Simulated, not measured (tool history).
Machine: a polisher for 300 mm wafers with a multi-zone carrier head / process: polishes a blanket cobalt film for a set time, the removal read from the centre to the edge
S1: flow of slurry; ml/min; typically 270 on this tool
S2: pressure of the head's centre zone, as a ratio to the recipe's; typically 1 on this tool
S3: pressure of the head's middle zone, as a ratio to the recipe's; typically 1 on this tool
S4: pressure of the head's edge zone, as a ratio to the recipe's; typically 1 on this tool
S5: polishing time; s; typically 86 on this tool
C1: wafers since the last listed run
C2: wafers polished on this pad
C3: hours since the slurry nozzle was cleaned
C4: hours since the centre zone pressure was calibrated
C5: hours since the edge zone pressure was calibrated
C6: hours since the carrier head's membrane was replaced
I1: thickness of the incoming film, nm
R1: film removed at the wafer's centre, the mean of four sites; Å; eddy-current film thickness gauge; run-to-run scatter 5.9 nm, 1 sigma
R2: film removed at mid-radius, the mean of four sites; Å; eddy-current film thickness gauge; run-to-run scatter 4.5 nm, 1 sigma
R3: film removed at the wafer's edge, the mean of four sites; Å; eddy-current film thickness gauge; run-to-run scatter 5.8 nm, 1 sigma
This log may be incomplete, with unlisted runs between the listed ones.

run   hour   S1    S2    S3    S4   S5   C1    C2     C3     C4     C5      C6      I1    R1    R2    R3
  1      0  270     1     1     1   86    0   646  498.3  686.8    4.5  1402.4  1580.7  4952  4959  5033
  2   82.5  270     1     1     1   86  682  1328  580.8  769.3     87  1484.9  1577.6  4774  4984  4975
      87.8  -- worn pad replaced by a new one
  3  117.5  270     1     1     1   86  256   245  615.8  804.3    122  1519.9  1576.2  4534  4540  4500
  4  152.8  270     1     1     1   86  291   537  651.1  839.6  157.3  1555.2  1603.3  4429  4422  4502
  5  175.7  270     1     1     1   86  189   727    674  862.5  180.2  1578.1  1557.8  4465  4506  4433
  6    199  210     1     1     1   93  192   919  697.3  885.8  203.5  1601.4  1560.2  4601  4718  4698
  7    230  210     1     1     1   93  256  1176  728.3  916.8  234.5  1632.4  1608.9  4608  4665  4595
  8  245.2  270     1     1     1   86  125  1301  743.5    932  249.7  1647.6  1576.4  4434  4375  4414
  9  266.4  205   0.9     1  0.92  115  175  1477  764.7  953.2  270.9  1668.8  1573.5  5064  5644  5427
       274  -- worn pad replaced by a new one, repeated, since the last time left the tool worse
 10  282.6  270     1   0.9     1   63  100    71  780.9  969.4  287.1    1685  1601.4  3764  3508  3799
     307.4  -- edge zone pressure recalibrated
 11  311.7  270     1     1     1   86  224   295    810  998.5    4.3  1714.1    1564  5041  5071  5054
       327  -- centre zone pressure recalibrated
 12  340.1  270     1     1     1   86  218   513  838.4   13.1   32.7  1742.5  1585.3  5019  5039  5026
     349.4  -- carrier head's membrane replaced by a new one
 13  367.3  345     1     1     1   86  183   697  865.6   40.3   59.9    17.9  1569.6  4963  5014  5109
 14  395.4  230     1     1  0.97   86  232   929  893.7   68.4     88      46  1598.7  4763  4825  4741
     397.8  -- slurry nozzle cleaned
 15  426.1  270  0.92     1     1   86  245  1175   28.3   99.1  118.7    76.7  1589.6  4531  4918  4932
     448.8  -- worn pad replaced by a new one
 16  451.6  335     1     1     1   86  177    23   53.8  124.6  144.2   102.2  1580.9  5279  5366  5189
 17    502  270  1.05  0.91     1   75  416   439  104.2    175  194.6   152.6  1556.4  4592  4048  4429
 18  524.3  320     1     1  0.92   86  184   624  126.5  197.3  216.9   174.9    1580  5082  5059  4912
 19  545.9  300     1     1  0.89   86  178   802  148.1  218.9  238.5   196.5  1589.4  4971  4993  4708
 20  591.8  195  0.94  1.06     1  112  379  1182    194  264.8  284.4   242.4  1579.7  5779  6392  6195
       602  -- edge zone pressure recalibrated
     602.5  -- worn pad replaced by a new one
 21  607.1  320     1  0.94     1   86  105    38  209.3  280.1    5.1   257.7  1594.4  5221  5041  5335

Measured less the same run without the tool's hidden state. The same run-to-run variation is in both; the gauge's scatter may not be:
Hidden conditions of the tool in this case: removal rate lost through wear of the pad, %; slurry flow missing at the pad, %; deviation of the centre zone's pressure from its setpoint, %; deviation of the edge zone's pressure from its setpoint, %.
run    R1     R2     R3
  1  -251   -251   -255
  2  -293   -306   -306
  3  -654   -656   -650
  4  -730   -729   -742
  5  -771   -777   -765
  6  -818   -838   -834
  7  -838   -848   -836
  8  -812   -801   -809
  9  -935  -1042  -1002
 10   -33    -31    -34
 11  -149   -150   -149
 12  -208   -210   -209
 13  -241   -243   -248
 14  -251   -255   -251
 15  -252   -273   -274
 16   -46    -47    -46
 17  -195   -172   -189
 18  -256   -254   -247
 19  -274   -275   -260
 20  -352   -389   -377
 21   -41    -39    -42

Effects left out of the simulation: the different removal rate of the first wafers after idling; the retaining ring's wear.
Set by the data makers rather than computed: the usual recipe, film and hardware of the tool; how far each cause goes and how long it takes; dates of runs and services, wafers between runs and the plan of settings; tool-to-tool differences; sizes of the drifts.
